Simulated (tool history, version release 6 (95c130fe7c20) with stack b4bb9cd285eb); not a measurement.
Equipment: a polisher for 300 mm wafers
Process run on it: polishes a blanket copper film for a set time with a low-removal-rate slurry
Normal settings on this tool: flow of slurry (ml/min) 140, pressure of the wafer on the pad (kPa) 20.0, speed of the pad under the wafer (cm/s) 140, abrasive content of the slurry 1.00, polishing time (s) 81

run,hour,flow of slurry (ml/min),pressure of the wafer on the pad (kPa),speed of the pad under the wafer (cm/s),abrasive content of the slurry,polishing time (s),"incoming thickness of the incoming film, nm",film removed (nm)
1,0.0,140,20.0,140,1.00,81,1249.6,280.8
2,15.9,140,20.0,140,1.00,81,1234.4,275.0
# hour 40.2: slurry blender recalibrated
3,44.6,140,20.0,140,1.00,81,1281.6,268.2
# hour 54.6: worn pad replaced by a new one
4,64.5,140,20.0,140,1.20,81,1243.4,265.3
5,87.0,140,20.0,140,1.20,81,1266.2,260.2
6,99.4,140,20.0,140,1.00,81,1249.6,250.9
# hour 107.1: worn pad replaced by a new one, repeated, since the last time left the tool worse
# hour 122.4: slurry nozzle cleaned
7,124.4,140,20.0,140,1.00,81,1242.0,285.7
8,140.5,90,23.4,140,0.70,81,1267.4,278.7
# hour 162.9: slurry blender recalibrated
9,172.6,140,13.1,140,1.25,81,1254.3,221.7
10,189.7,140,20.0,140,1.00,81,1268.8,281.7
# hour 216.9: head pressure recalibrated
11,223.5,140,20.0,140,1.20,81,1268.0,289.3
# hour 237.6: worn pad replaced by a new one
12,256.9,140,20.0,102,1.00,81,1254.3,211.3
13,270.4,90,20.0,140,1.30,58,1270.3,210.4
# hour 280.5: slurry blender recalibrated
14,283.1,140,20.0,160,0.85,81,1273.7,319.8

What if the next run were any one of these 5? Each begins from the tool's condition after run 14:
A,283.6,140,20.0,140,1.00,81,1237.1,?
B,283.6,180,20.0,140,1.10,81,1237.1,?
C,283.6,160,22.1,140,1.20,81,1237.1,?
D,283.6,140,15.9,140,1.00,101,1237.1,?
E,283.6,140,15.2,140,1.20,81,1237.1,?

run,film removed (nm)
A,291.1
B,307.6
C,334.7
D,306.0
E,249.5
With no hidden state in the tool, these same runs would have given:
run,film removed (nm)
A,293.8
B,310.5
C,337.8
D,308.9
E,251.8
